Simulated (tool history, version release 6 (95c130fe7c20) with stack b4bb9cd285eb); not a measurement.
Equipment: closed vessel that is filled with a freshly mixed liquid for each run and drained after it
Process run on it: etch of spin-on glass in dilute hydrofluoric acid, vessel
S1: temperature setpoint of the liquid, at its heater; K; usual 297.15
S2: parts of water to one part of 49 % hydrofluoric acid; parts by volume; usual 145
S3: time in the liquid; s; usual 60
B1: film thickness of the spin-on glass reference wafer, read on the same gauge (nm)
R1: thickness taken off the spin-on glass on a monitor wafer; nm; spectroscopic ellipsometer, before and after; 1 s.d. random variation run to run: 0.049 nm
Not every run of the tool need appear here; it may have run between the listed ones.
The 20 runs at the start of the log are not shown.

run   hour      S1   S2  S3      B1     R1
     516.4  -- thermometer replaced
 21  536.3  297.15  145  60  127.36   8.68
 22  550.0  297.15  145  60  127.25   8.68
 23  583.5  297.15  145  60  126.95   8.75
     604.3  -- gauge calibrated
 24  607.9  301.15  115  35  129.67   7.90
 25  634.7  301.15  145  60  129.67  10.30
 26  667.7  297.15  145  95  129.66  14.03
     696.8  -- hydrofluoric acid flow meter replaced
 27  697.9  300.65  145  60  129.62  10.14
 28  727.9  297.15  145  60  129.58   8.85
 29  791.9  297.15  145  60  129.43   8.79
 30  872.7  297.15  145  60  129.16   8.74
 31  885.7  295.65  115  30  129.11   5.38
 32  901.3  297.15  145  60  129.03   8.84

Run 33 has not been measured yet. What should we expect?
 33  913.5  297.15  190  30   ?   ?

Run 33 came out at B1 128.99, R1 3.17 nm.
Take away the tool's hidden state, keep the run-to-run variation as it was, and the same run would have given R1 3.20 nm.
